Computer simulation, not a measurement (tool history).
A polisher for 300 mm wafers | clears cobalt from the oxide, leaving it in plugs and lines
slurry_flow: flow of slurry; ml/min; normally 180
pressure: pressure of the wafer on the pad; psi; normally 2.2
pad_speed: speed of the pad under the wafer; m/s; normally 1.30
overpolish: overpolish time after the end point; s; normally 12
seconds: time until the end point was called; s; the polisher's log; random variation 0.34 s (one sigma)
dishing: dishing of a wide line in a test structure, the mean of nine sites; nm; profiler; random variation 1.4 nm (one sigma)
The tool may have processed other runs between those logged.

run    hour  slurry_flow  pressure  pad_speed  overpolish  wafers since the last listed run  wafers polished on this pad  hours since the slurry nozzle was cleaned  hours since the head pressure was calibrated  incoming thickness of the incoming film, nm  seconds  dishing
  1     0.0          180       2.2       1.30          12                                 0                          405                                      268.0                                         465.9                                        159.7     21.4     63.9
  2    32.0          180       2.2       1.30          12                               440                          845                                      300.0                                         497.9                                        159.2     21.0     62.5
  3   100.7          135       2.2       1.30          12                               944                         1790                                      368.7                                         566.6                                        160.7     23.4     60.6
      118.8  -- slurry nozzle cleaned
      171.2  -- head pressure recalibrated
  4   240.7          135       2.2       1.30          12                              1884                         3674                                      121.9                                          69.5                                        159.2     22.6     62.4
  5   309.2          180       2.2       0.94          12                               942                         4616                                      190.4                                         138.0                                        159.7     27.6     54.6
  6   362.5          180       2.2       1.30           8                               732                         5349                                      243.7                                         191.3                                        162.0     23.9     44.5
  7   398.5          180       2.2       1.30           8                               495                         5844                                      279.7                                         227.3                                        162.1     25.8     45.6
      409.9  -- worn pad replaced by a new one
  8   424.2          180       2.2       1.30          12                               298                          196                                      305.4                                         253.0                                        158.5     21.0     63.2
  9   473.5          180       2.2       1.30          12                               677                          874                                      354.7                                         302.3                                        160.7     22.0     61.7
      494.0  -- slurry nozzle cleaned
 10   538.8          180       2.2       1.66          12                               884                         1758                                       44.8                                         367.6                                        162.5     18.5     73.6
 11   583.1          180       2.2       1.66          12                               609                         2367                                       89.1                                         411.9                                        158.5     17.7     73.1
 12   610.9          180       2.2       1.66          12                               382                         2749                                      116.9                                         439.7                                        161.6     18.5     68.9
 13   677.0          180       2.2       1.30          12                               909                         3658                                      183.0                                         505.8                                        162.3     22.8     64.7
      705.6  -- head pressure recalibrated
 14   715.4          180       2.2       1.30          12                               500                         4159                                      221.4                                           9.8                                        160.8     22.7     64.3
 15   740.4          180       2.2       0.96          18                               343                         4503                                      246.4                                          34.8                                        160.3     26.3     73.3
 16   773.5          180       2.2       1.30          12                               455                         4958                                      279.5                                          67.9                                        160.8     23.9     60.9
      823.0  -- worn pad replaced by a new one
 17   844.3          180       2.8       1.30           6                               918                          292                                      350.3                                         138.7                                        160.8     17.9     45.5
      897.3  -- slurry nozzle cleaned
 18   900.3          120       2.2       1.30          14                               756                         1049                                        3.0                                         194.7                                        160.3     21.1     70.0
 19   934.0          180       2.2       1.18          12                               463                         1512                                       36.7                                         228.4                                        159.6     22.5     64.5
 20   983.5          160       1.5       1.30          12                               680                         2193                                       86.2                                         277.9                                        160.0     28.0     54.6
 21  1046.2          180       2.2       1.72           6                               862                         3055                                      148.9                                         340.6                                        160.1     17.9     45.9
 22  1095.3          180       2.8       0.92          12                               675                         3730                                      198.0                                         389.7                                        157.2     22.0     63.9
 23  1146.3          135       2.2       1.10          12                               701                         4432                                      249.0                                         440.7                                        161.7     27.4     58.1
 24  1183.6          180       1.9       1.30          12                               512                         4944                                      286.3                                         478.0                                        157.6     25.3     57.3
     1214.9  -- worn pad replaced by a new one
 25  1223.1          180       2.2       1.58          12                               488                          112                                      325.8                                         517.5                                        159.9     18.7     66.3
     1269.0  -- slurry nozzle cleaned
     1338.3  -- head pressure recalibrated
 26  1437.9          180       2.2       1.30          12                              2912                         3025                                      168.9                                          99.6                                        160.1     22.0     65.4
 27  1481.6          135       1.9       0.88          12                               600                         3626                                      212.6                                         143.3                                        160.4     32.1     49.2
 28  1519.1          235       2.2       0.92           8                               515                         4142                                      250.1                                         180.8                                        160.0     26.9     42.3
 29  1573.7          180       1.7       1.00          12                               750                         4893                                      304.7                                         235.4                                        158.1     32.7     49.3
     1594.3  -- worn pad replaced by a new one
 30  1623.4          180       2.2       1.30          12                               628                          399                                      354.4                                         285.1                                        157.8     21.5     63.6
 31  1655.8          180       2.2       1.30          12                               445                          845                                      386.8                                         317.5                                        161.0     22.6     63.8
     1675.6  -- slurry nozzle cleaned
 32  1726.5          235       2.0       1.44          12                               958                         1803                                       50.9                                         388.2                                        160.4     20.6     67.1
 33  1764.0          125       1.9       1.30          12                               515                         2319                                       88.4                                         425.7                                        161.9     25.7     59.9
 34  1811.3          180       2.2       1.74          17                               650                         2970                                      135.7                                         473.0                                        160.7     17.6     83.8

What was the tool's hidden state at every run in the log?
deviation of the head's pressure from its setpoint, %: 0 at every run
H1: removal rate lost through wear of the pad, %
H2: slurry flow missing at the pad, %
run     H1    H2
  1  0.116  31.3
  2  0.338  34.4
  3   1.34  40.8
  4    5.6  15.2
  5   8.78  21.6
  6   11.7  26.7
  7     14  30.1
  8  0.812  32.5
  9    1.1  37.1
 10   2.06  5.34
 11   3.08  9.52
 12   3.87  12.1
 13   6.22  18.4
 14    7.9    22
 15   9.11  24.4
 16   10.9  27.5
 17  0.569  34.2
 18  0.989   4.3
 19   1.47  7.48
 20   2.49  12.2
 21   4.32  18.1
 22   6.18  22.7
 23   8.49  27.5
 24   10.4    31
 25   1.42  34.8
 26    5.2  19.4
 27   6.83  23.5
 28   8.46    27
 29   11.2  32.2
 30  0.957  36.9
 31   1.18  39.9
 32   2.22  9.02
 33   3.08  12.6
 34   4.48    17
